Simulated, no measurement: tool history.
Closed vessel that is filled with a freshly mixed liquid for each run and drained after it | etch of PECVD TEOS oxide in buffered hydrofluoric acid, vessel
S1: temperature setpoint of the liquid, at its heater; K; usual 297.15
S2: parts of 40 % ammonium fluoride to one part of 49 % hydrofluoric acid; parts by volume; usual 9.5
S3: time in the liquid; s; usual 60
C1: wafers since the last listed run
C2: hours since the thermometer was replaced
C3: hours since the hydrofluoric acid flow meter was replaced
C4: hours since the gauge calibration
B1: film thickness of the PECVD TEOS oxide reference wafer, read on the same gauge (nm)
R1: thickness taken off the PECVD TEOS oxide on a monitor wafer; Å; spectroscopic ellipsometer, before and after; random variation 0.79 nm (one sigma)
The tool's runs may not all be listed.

{"run": 1, "hour": 0.0, "S1": 297.15, "S2": 9.5, "S3": 60, "C1": 0, "C2": 1546.9, "C3": 477.7, "C4": 131.8, "B1": 120, "R1": 2584.5}
{"run": 2, "hour": 12.0, "S1": 297.15, "S2": 9.5, "S3": 60, "C1": 1095, "C2": 1558.9, "C3": 489.7, "C4": 143.8, "B1": 120, "R1": 2606.1}
{"run": 3, "hour": 42.7, "S1": 297.15, "S2": 9.5, "S3": 60, "C1": 2803, "C2": 1589.6, "C3": 520.4, "C4": 174.5, "B1": 119.97, "R1": 2607.3}
{"run": 4, "hour": 57.0, "S1": 297.15, "S2": 9.5, "S3": 60, "C1": 1305, "C2": 1603.9, "C3": 534.7, "C4": 188.8, "B1": 119.98, "R1": 2603.3}
{"run": 5, "hour": 69.7, "S1": 297.15, "S2": 9.5, "S3": 60, "C1": 1159, "C2": 1616.6, "C3": 547.4, "C4": 201.5, "B1": 120, "R1": 2615.9}
{"run": 6, "hour": 78.8, "S1": 295.15, "S2": 9.5, "S3": 35, "C1": 830, "C2": 1625.7, "C3": 556.5, "C4": 210.6, "B1": 120.02, "R1": 1376.6}
{"run": 7, "hour": 87.1, "S1": 295.15, "S2": 9.5, "S3": 35, "C1": 757, "C2": 1634, "C3": 564.8, "C4": 218.9, "B1": 119.99, "R1": 1370.9}
{"run": 8, "hour": 95.1, "S1": 297.15, "S2": 9.5, "S3": 60, "C1": 730, "C2": 1642, "C3": 572.8, "C4": 226.9, "B1": 120.02, "R1": 2627.5}
{"run": 9, "hour": 104.7, "S1": 297.15, "S2": 9.5, "S3": 60, "C1": 876, "C2": 1651.6, "C3": 582.4, "C4": 236.5, "B1": 119.97, "R1": 2619.7}
{"run": 10, "hour": 122.5, "S1": 297.15, "S2": 9.5, "S3": 60, "C1": 1625, "C2": 1669.4, "C3": 600.2, "C4": 254.3, "B1": 120, "R1": 2624.6}
{"run": 11, "hour": 130.7, "S1": 297.15, "S2": 9.5, "S3": 60, "C1": 748, "C2": 1677.6, "C3": 608.4, "C4": 262.5, "B1": 119.99, "R1": 2616.4}
{"hour": 136.9, "done": "gauge calibrated"}
{"run": 12, "hour": 147.8, "S1": 297.15, "S2": 9.5, "S3": 60, "C1": 1561, "C2": 1694.7, "C3": 625.5, "C4": 10.9, "B1": 120.01, "R1": 2640.4}
{"run": 13, "hour": 163.0, "S1": 297.15, "S2": 9.5, "S3": 60, "C1": 1387, "C2": 1709.9, "C3": 640.7, "C4": 26.1, "B1": 120.03, "R1": 2639.3}
{"hour": 169.9, "done": "thermometer replaced"}
{"run": 14, "hour": 175.7, "S1": 297.15, "S2": 9.5, "S3": 60, "C1": 1068, "C2": 5.8, "C3": 653.4, "C4": 38.8, "B1": 119.98, "R1": 2388.2}
{"run": 15, "hour": 187.7, "S1": 297.15, "S2": 9.5, "S3": 60, "C1": 1095, "C2": 17.8, "C3": 665.4, "C4": 50.8, "B1": 119.97, "R1": 2392.2}
{"run": 16, "hour": 202.1, "S1": 297.15, "S2": 9.5, "S3": 60, "C1": 1314, "C2": 32.2, "C3": 679.8, "C4": 65.2, "B1": 120.04, "R1": 2393.3}
{"run": 17, "hour": 217.8, "S1": 297.15, "S2": 9.5, "S3": 60, "C1": 1433, "C2": 47.9, "C3": 695.5, "C4": 80.9, "B1": 120, "R1": 2408.5}
{"run": 18, "hour": 225.8, "S1": 297.15, "S2": 11, "S3": 60, "C1": 730, "C2": 55.9, "C3": 703.5, "C4": 88.9, "B1": 120.01, "R1": 2107.5}
{"run": 19, "hour": 241.9, "S1": 300.15, "S2": 9.5, "S3": 60, "C1": 1470, "C2": 72, "C3": 719.6, "C4": 105, "B1": 119.99, "R1": 2818.3}
{"run": 20, "hour": 254.5, "S1": 297.15, "S2": 9.5, "S3": 60, "C1": 1150, "C2": 84.6, "C3": 732.2, "C4": 117.6, "B1": 119.97, "R1": 2409.5}
{"run": 21, "hour": 271.6, "S1": 297.15, "S2": 11.5, "S3": 60, "C1": 1561, "C2": 101.7, "C3": 749.3, "C4": 134.7, "B1": 120, "R1": 2035.2}
{"hour": 275.0, "done": "hydrofluoric acid flow meter replaced"}
{"run": 22, "hour": 284.9, "S1": 297.15, "S2": 11, "S3": 80, "C1": 1123, "C2": 115, "C3": 9.9, "C4": 148, "B1": 120, "R1": 2832.7}
{"run": 23, "hour": 296.9, "S1": 294.15, "S2": 7, "S3": 35, "C1": 1095, "C2": 127, "C3": 21.9, "C4": 160, "B1": 119.98, "R1": 1618.8}
{"run": 24, "hour": 311.2, "S1": 299.65, "S2": 9.5, "S3": 35, "C1": 1305, "C2": 141.3, "C3": 36.2, "C4": 174.3, "B1": 120.03, "R1": 1614.4}
{"run": 25, "hour": 318.0, "S1": 300.15, "S2": 6, "S3": 85, "C1": 620, "C2": 148.1, "C3": 43, "C4": 181.1, "B1": 120.03, "R1": 6209.3}
{"run": 26, "hour": 332.0, "S1": 297.15, "S2": 9.5, "S3": 60, "C1": 1278, "C2": 162.1, "C3": 57, "C4": 195.1, "B1": 119.97, "R1": 2409.5}
{"run": 27, "hour": 347.3, "S1": 297.15, "S2": 6, "S3": 60, "C1": 1397, "C2": 177.4, "C3": 72.3, "C4": 210.4, "B1": 120.01, "R1": 3760.3}
{"run": 28, "hour": 360.8, "S1": 297.15, "S2": 6.5, "S3": 80, "C1": 1232, "C2": 190.9, "C3": 85.8, "C4": 223.9, "B1": 119.98, "R1": 4694}
{"run": 29, "hour": 371.1, "S1": 297.15, "S2": 11.5, "S3": 45, "C1": 940, "C2": 201.2, "C3": 96.1, "C4": 234.2, "B1": 119.98, "R1": 1534.8}
{"run": 30, "hour": 386.9, "S1": 299.15, "S2": 9.5, "S3": 60, "C1": 1442, "C2": 217, "C3": 111.9, "C4": 250, "B1": 120.05, "R1": 2706.1}
{"run": 31, "hour": 404.3, "S1": 293.65, "S2": 9.5, "S3": 60, "C1": 1588, "C2": 234.4, "C3": 129.3, "C4": 267.4, "B1": 119.98, "R1": 2008.3}
{"hour": 407.2, "done": "gauge calibrated"}
{"run": 32, "hour": 410.4, "S1": 301.65, "S2": 11, "S3": 30, "C1": 556, "C2": 240.5, "C3": 135.4, "C4": 3.2, "B1": 120, "R1": 1360.7}
{"run": 33, "hour": 422.6, "S1": 298.65, "S2": 9.5, "S3": 75, "C1": 1113, "C2": 252.7, "C3": 147.6, "C4": 15.4, "B1": 120, "R1": 3276.4}

The same runs without the tool's hidden state, with the same run-to-run variation:
The hidden state here: liquid hotter than its thermometer reads (K); hydrofluoric acid flow above the setpoint (%); gauge reads high (%).
run=1 R1=2304.3
run=2 R1=2322.3
run=3 R1=2318.4
run=4 R1=2312.3
run=5 R1=2321.1
run=6 R1=1218.8
run=7 R1=1213.1
run=8 R1=2327.5
run=9 R1=2319.4
run=10 R1=2320
run=11 R1=2311.6
run=12 R1=2330.2
run=13 R1=2326.7
run=14 R1=2314
run=15 R1=2316.7
run=16 R1=2315.2
run=17 R1=2327.4
run=18 R1=2035.4
run=19 R1=2720.8
run=20 R1=2322
run=21 R1=1959.2
run=22 R1=2723.9
run=23 R1=1554.7
run=24 R1=1550.9
run=25 R1=5963.2
run=26 R1=2309.4
run=27 R1=3600.5
run=28 R1=4489.6
run=29 R1=1467
run=30 R1=2585.5
run=31 R1=1913.4
run=32 R1=1298.9
run=33 R1=3121.5

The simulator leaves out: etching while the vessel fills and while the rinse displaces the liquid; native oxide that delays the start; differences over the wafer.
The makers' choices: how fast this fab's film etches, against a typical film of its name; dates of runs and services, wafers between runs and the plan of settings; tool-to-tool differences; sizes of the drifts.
